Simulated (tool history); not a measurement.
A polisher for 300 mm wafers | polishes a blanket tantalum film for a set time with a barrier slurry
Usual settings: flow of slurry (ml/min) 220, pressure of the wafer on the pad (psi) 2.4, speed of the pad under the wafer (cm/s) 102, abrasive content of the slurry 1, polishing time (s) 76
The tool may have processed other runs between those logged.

run	day	flow of slurry (ml/min)	pressure of the wafer on the pad (psi)	speed of the pad under the wafer (cm/s)	abrasive content of the slurry	polishing time (s)	wafers since the last listed run	wafers polished on this pad	hours since the slurry nozzle was cleaned	hours since the head pressure was calibrated	hours since the slurry blender was calibrated	incoming thickness of the incoming film, nm	film removed (angstrom)
1	0	220	2.4	102	1	86	0	309	323.1	849.8	195.5	459.1	1488
2	0.488	220	2.4	84	1	76	66	375	334.8	861.5	207.2	457.5	1177
3	0.854	220	2.4	84	1	76	50	425	343.6	870.3	216	463	1178
4	1.179	220	2.4	84	1	76	44	470	351.4	878.1	223.8	459.3	1179
5	1.696	220	2.4	102	1	76	70	540	363.8	890.5	236.2	458.5	1295
6	2.338	220	2.4	102	1	76	87	628	379.2	905.9	251.6	461.4	1285
7	3.021	220	2.4	114	1	76	93	721	395.6	922.3	268	466.6	1366
8	3.729	220	2.4	124	1.2	76	96	818	412.6	939.3	285	452.4	1503
# day 3.892: slurry blender recalibrated
9	4.088	220	2.4	124	1.2	76	37	855	421.2	947.9	4.7	455.1	1621
10	4.512	220	2.6	102	1	76	57	913	431.4	958.1	14.9	464.2	1504
# day 4.588: slurry nozzle cleaned
11	5.162	220	2.4	102	1	76	82	996	13.8	973.7	30.5	458.1	1378
12	5.675	220	2.4	102	1	76	69	1066	26.1	986	42.8	458.4	1396
13	6.162	150	2.4	102	1	96	66	1132	37.8	997.7	54.5	459.2	1656
14	6.546	220	1.8	134	1	76	52	1185	47	1006.9	63.7	455	1240
15	7.262	220	2.4	74	1	76	97	1282	64.2	1024.1	80.9	457.7	1152
16	7.554	220	2.4	124	1.2	76	39	1322	71.2	1031.1	87.9	465	1622
# day 7.733: head pressure recalibrated
# day 7.862: worn pad replaced by a new one
17	8.092	220	1.8	134	1	76	44	31	84.1	8.6	100.8	464.2	1203
18	8.438	270	2.4	134	1	76	47	78	92.4	16.9	109.1	461.5	1621
19	9.083	220	2.4	134	1	76	88	166	107.9	32.4	124.6	458.2	1573
20	9.588	220	2.4	138	1	86	68	235	120	44.5	136.7	460.7	1848

Predict the results of run 21:
21	10.125	245	3.1	102	1.1	50	73	308	132.9	57.4	149.6	460.7	?

Run 21 yielded film removed (angstrom) 1178.
Had the tool carried no hidden state, the very same run would have given film removed (angstrom) 1242.
